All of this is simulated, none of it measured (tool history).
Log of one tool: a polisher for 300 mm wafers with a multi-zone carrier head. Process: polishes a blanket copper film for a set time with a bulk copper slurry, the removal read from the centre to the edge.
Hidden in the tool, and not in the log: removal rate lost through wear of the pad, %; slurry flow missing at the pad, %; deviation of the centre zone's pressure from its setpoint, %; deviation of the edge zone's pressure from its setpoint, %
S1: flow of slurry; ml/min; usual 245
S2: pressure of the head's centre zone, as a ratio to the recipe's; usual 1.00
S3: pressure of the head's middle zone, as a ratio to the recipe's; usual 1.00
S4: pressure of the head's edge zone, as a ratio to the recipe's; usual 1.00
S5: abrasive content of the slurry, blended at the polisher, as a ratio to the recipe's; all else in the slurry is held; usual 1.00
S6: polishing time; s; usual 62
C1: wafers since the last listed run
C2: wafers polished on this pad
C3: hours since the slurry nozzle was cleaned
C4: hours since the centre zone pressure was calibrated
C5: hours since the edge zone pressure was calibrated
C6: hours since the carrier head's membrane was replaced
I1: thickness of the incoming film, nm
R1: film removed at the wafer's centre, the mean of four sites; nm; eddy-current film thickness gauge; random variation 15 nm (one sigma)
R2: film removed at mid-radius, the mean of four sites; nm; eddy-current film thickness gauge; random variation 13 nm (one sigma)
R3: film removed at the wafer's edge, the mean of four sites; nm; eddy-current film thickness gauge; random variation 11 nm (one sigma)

run	day	S1	S2	S3	S4	S5	S6	C1	C2	C3	C4	C5	C6	I1	R1	R2	R3
1	0.000	245	1.09	1.00	1.00	1.00	75	0	351	310.7	471.8	239.8	1296.3	4414.2	1247.0	1155.2	1183.6
2	3.300	245	1.09	1.00	1.00	1.00	75	864	1215	389.9	551.0	319.0	1375.5	4309.0	1195.2	1046.5	1100.9
3	5.054	245	1.09	1.00	1.00	1.00	75	459	1675	432.0	593.1	361.1	1417.6	4392.3	1187.6	1032.2	1060.1
# day 5.896: worn pad replaced by a new one
# day 7.696: slurry nozzle cleaned
4	8.371	245	1.00	1.00	1.00	1.00	62	814	637	16.2	672.7	440.7	1497.2	4378.4	991.9	909.7	939.8
5	10.346	245	1.00	1.00	1.00	1.00	62	517	1155	63.6	720.1	488.1	1544.6	4345.9	979.2	909.2	913.6
# day 11.262: centre zone pressure recalibrated
6	13.329	245	1.00	1.00	1.00	1.00	62	759	1914	135.2	49.6	559.7	1616.2	4360.1	863.8	845.4	878.8
# day 14.317: worn pad replaced by a new one
7	17.792	245	1.00	1.00	1.05	1.00	62	1125	910	242.3	156.7	666.8	1723.3	4365.2	925.1	917.0	961.3
8	19.683	245	1.04	1.00	1.00	1.00	62	495	1406	287.7	202.1	712.2	1768.7	4376.6	935.3	894.1	916.9
# day 21.121: worn pad replaced by a new one
9	21.562	245	0.92	1.00	1.00	0.80	62	448	116	332.8	247.2	757.3	1813.8	4395.1	851.8	922.2	929.7
# day 24.725: carrier head's membrane replaced by a new one
10	25.058	245	1.00	1.00	1.07	1.00	62	861	977	416.7	331.1	841.2	8.0	4413.3	918.6	903.8	960.2
11	27.188	330	1.00	0.90	1.04	1.25	62	557	1535	467.8	382.2	892.3	59.1	4397.1	973.3	897.0	991.6
# day 27.921: edge zone pressure recalibrated
# day 28.138: slurry nozzle cleaned
# day 28.312: worn pad replaced by a new one
12	29.229	245	1.00	0.89	1.09	1.00	74	458	240	26.2	431.2	31.4	108.1	4377.8	1162.0	1036.5	1211.0
13	33.062	245	1.00	1.00	1.00	1.00	62	1004	1244	118.2	523.2	123.4	200.1	4434.9	902.2	879.2	892.4
14	35.179	245	1.00	1.10	1.00	1.15	62	554	1799	169.0	574.0	174.2	250.9	4384.0	950.3	948.7	878.9
# day 36.158: worn pad replaced by a new one
15	37.125	245	1.11	1.00	1.00	0.90	62	466	253	215.7	620.7	220.9	297.6	4374.3	1087.4	921.4	948.1

Forecast each of these 3 alternatives for the next run:
A	37.142	245	1.00	1.00	1.00	1.15	62	4	258	216.1	621.1	221.3	298.0	4408.7	?	?	?
B	37.142	310	0.94	1.00	1.00	1.00	62	4	258	216.1	621.1	221.3	298.0	4408.7	?	?	?
C	37.142	245	1.00	1.00	1.04	1.00	62	4	258	216.1	621.1	221.3	298.0	4408.7	?	?	?

run	R1	R2	R3
A	1053.2	975.9	1004.3
B	991.7	967.7	989.2
C	1016.1	941.5	987.6
Without the tool's hidden state the same runs would have given:
run	R1	R2	R3
A	1035.9	1006.6	1035.7
B	975.2	998.1	1020.1
C	999.4	971.1	1018.5

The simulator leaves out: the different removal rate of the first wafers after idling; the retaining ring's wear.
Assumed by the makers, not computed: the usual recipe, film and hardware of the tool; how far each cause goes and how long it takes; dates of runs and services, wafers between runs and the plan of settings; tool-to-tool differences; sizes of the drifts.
